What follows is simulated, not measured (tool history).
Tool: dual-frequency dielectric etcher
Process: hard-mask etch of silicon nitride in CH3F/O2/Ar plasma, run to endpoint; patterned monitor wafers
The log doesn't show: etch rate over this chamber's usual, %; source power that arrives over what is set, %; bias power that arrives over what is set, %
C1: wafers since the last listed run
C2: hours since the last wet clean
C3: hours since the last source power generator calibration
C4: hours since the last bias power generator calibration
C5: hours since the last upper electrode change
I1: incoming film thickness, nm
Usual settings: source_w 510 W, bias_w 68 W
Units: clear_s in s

Run 1, hour 0: usual settings but bias_w 80 W; C1 0; C2 282.2; C3 2044; C4 2153.2; C5 4567.5; I1 37.66. Result: clear_s 49.4 s.
Run 2, hour 17: usual settings; C1 282; C2 299.2; C3 2061; C4 2170.2; C5 4584.5; I1 38.17. Result: clear_s 52.2 s.
Run 3, hour 29: usual settings; C1 199; C2 311.2; C3 2073; C4 2182.2; C5 4596.5; I1 37.95. Result: clear_s 51.9 s.
Run 4, hour 46.4: usual settings; C1 289; C2 328.6; C3 2090.4; C4 2199.6; C5 4613.9; I1 38. Result: clear_s 52 s.
Run 5, hour 53.8: usual settings but source_w 570 W; C1 123; C2 336; C3 2097.8; C4 2207; C5 4621.3; I1 38.04. Result: clear_s 49.5 s.
Run 6, hour 68.8: usual settings but source_w 570 W; C1 249; C2 351; C3 2112.8; C4 2222; C5 4636.3; I1 37.79. Result: clear_s 49.1 s.
Run 7, hour 75.7: usual settings but bias_w 64 W; C1 114; C2 357.9; C3 2119.7; C4 2228.9; C5 4643.2; I1 38.09. Result: clear_s 52.9 s.
Run 8, hour 90: usual settings but bias_w 64 W; C1 237; C2 372.2; C3 2134; C4 2243.2; C5 4657.5; I1 38.09. Result: clear_s 53.2 s.
Run 9, hour 99.3: usual settings but bias_w 64 W; C1 154; C2 381.5; C3 2143.3; C4 2252.5; C5 4666.8; I1 37.48. Result: clear_s 52 s.
Run 10, hour 109: usual settings; C1 161; C2 391.2; C3 2153; C4 2262.2; C5 4676.5; I1 37.83. Result: clear_s 51.7 s.
Run 11, hour 117.2: usual settings; C1 136; C2 399.4; C3 2161.2; C4 2270.4; C5 4684.7; I1 38.01. Result: clear_s 52 s.
Run 12, hour 135.2: usual settings; C1 299; C2 417.4; C3 2179.2; C4 2288.4; C5 4702.7; I1 38.21. Result: clear_s 52 s.
Run 13, hour 143.9: usual settings; C1 144; C2 426.1; C3 2187.9; C4 2297.1; C5 4711.4; I1 38.07. Result: clear_s 51.7 s.
At hour 154.6: bias power generator calibrated.
Run 14, hour 155.1: usual settings but source_w 580 W, bias_w 72 W; C1 119; C2 437.3; C3 2199.1; C4 0.5; C5 4722.6; I1 38.58. Result: clear_s 48.7 s.
Run 15, hour 161.3: usual settings but source_w 390 W, bias_w 64 W; C1 103; C2 443.5; C3 2205.3; C4 6.7; C5 4728.8; I1 38.06. Result: clear_s 59.9 s.
Run 16, hour 171.9: usual settings but source_w 620 W, bias_w 77 W; C1 176; C2 454.1; C3 2215.9; C4 17.3; C5 4739.4; I1 38.18. Result: clear_s 46 s.
Run 17, hour 181.3: usual settings but source_w 430 W, bias_w 60 W; C1 156; C2 463.5; C3 2225.3; C4 26.7; C5 4748.8; I1 38.2. Result: clear_s 58.1 s.
Run 18, hour 227.1: usual settings but source_w 440 W, bias_w 58 W; C1 761; C2 509.3; C3 2271.1; C4 72.5; C5 4794.6; I1 37.83. Result: clear_s 58 s.
Run 19, hour 239: usual settings; C1 197; C2 521.2; C3 2283; C4 84.4; C5 4806.5; I1 38. Result: clear_s 51.6 s.
At hour 265.4: upper electrode replaced.
Run 20, hour 265.9: usual settings; C1 48; C2 548.1; C3 2309.9; C4 111.3; C5 0.5; I1 37.89. Result: clear_s 51.6 s.
Run 21, hour 266.3: usual settings but source_w 420 W, bias_w 77 W; C1 6; C2 548.5; C3 2310.3; C4 111.7; C5 0.9; I1 38. Result: clear_s 54.6 s.
Run 22, hour 270.8: usual settings but source_w 620 W, bias_w 54 W; C1 74; C2 553; C3 2314.8; C4 116.2; C5 5.4; I1 38.33. Result: clear_s 50.7 s.
At hour 278.6: source power generator calibrated.
At hour 303.8: wet clean of the chamber.
Run 23, hour 304.3: usual settings but source_w 410 W, bias_w 81 W; C1 91; C2 0.5; C3 25.7; C4 149.7; C5 38.9; I1 37.86. Result: clear_s 55.1 s.
Run 24, hour 304.6: usual settings but source_w 610 W, bias_w 57 W; C1 4; C2 0.8; C3 26; C4 150; C5 39.2; I1 37.5. Result: clear_s 50.3 s.
Run 25, hour 305: usual settings; C1 6; C2 1.2; C3 26.4; C4 150.4; C5 39.6; I1 37.69. Result: clear_s 52.2 s.
Run 26, hour 315.4: usual settings but source_w 580 W, bias_w 72 W; C1 172; C2 11.6; C3 36.8; C4 160.8; C5 50; I1 38.57. Result: clear_s 49.4 s.
Run 27, hour 321.5: usual settings; C1 101; C2 17.7; C3 42.9; C4 166.9; C5 56.1; I1 38.27. Result: clear_s 52.6 s.
Run 28, hour 334.2: usual settings; C1 211; C2 30.4; C3 55.6; C4 179.6; C5 68.8; I1 37.82. Result: clear_s 52.5 s.
Run 29, hour 349.3: usual settings but source_w 480 W, bias_w 59 W; C1 251; C2 45.5; C3 70.7; C4 194.7; C5 83.9; I1 37.71. Result: clear_s 55.6 s.
Run 30, hour 358.9: usual settings; C1 159; C2 55.1; C3 80.3; C4 204.3; C5 93.5; I1 38.06. Result: clear_s 52.4 s.
Run 31, hour 366.6: usual settings but bias_w 52 W; C1 127; C2 62.8; C3 88; C4 212; C5 101.2; I1 38.18. Result: clear_s 56.4 s.
Run 32, hour 374.5: usual settings but source_w 630 W, bias_w 52 W; C1 131; C2 70.7; C3 95.9; C4 219.9; C5 109.1; I1 38.29. Result: clear_s 51.5 s.
Run 33, hour 383: usual settings; C1 141; C2 79.2; C3 104.4; C4 228.4; C5 117.6; I1 38.1. Result: clear_s 52.6 s.
Run 34, hour 396.6: usual settings but source_w 550 W; C1 226; C2 92.8; C3 118; C4 242; C5 131.2; I1 38.06. Result: clear_s 50.8 s.
Run 35, hour 414.6: usual settings but source_w 580 W; C1 299; C2 110.8; C3 136; C4 260; C5 149.2; I1 37.66. Result: clear_s 48.8 s.
Run 36, hour 423.5: usual settings but source_w 440 W, bias_w 77 W; C1 147; C2 119.7; C3 144.9; C4 268.9; C5 158.1; I1 37.89. Result: clear_s 53.9 s.

3 ways to go on from here, each from the tool as it stands after run 36. What would each give?
Run A, hour 423.9: usual settings but bias_w 84 W; C1 6; C2 120.1; C3 145.3; C4 269.3; C5 158.5; I1 37.79. Result: clear_s ?.
Run B, hour 423.9: usual settings but source_w 470 W, bias_w 54 W; C1 6; C2 120.1; C3 145.3; C4 269.3; C5 158.5; I1 37.79. Result: clear_s ?.
Run C, hour 423.9: usual settings but source_w 610 W; C1 6; C2 120.1; C3 145.3; C4 269.3; C5 158.5; I1 37.79. Result: clear_s ?.

run  clear_s
  A     49.2
  B     57.6
  C     48.2
Without the tool's hidden state the same runs would have given:
run  clear_s
  A     49.5
  B       58
  C     48.5

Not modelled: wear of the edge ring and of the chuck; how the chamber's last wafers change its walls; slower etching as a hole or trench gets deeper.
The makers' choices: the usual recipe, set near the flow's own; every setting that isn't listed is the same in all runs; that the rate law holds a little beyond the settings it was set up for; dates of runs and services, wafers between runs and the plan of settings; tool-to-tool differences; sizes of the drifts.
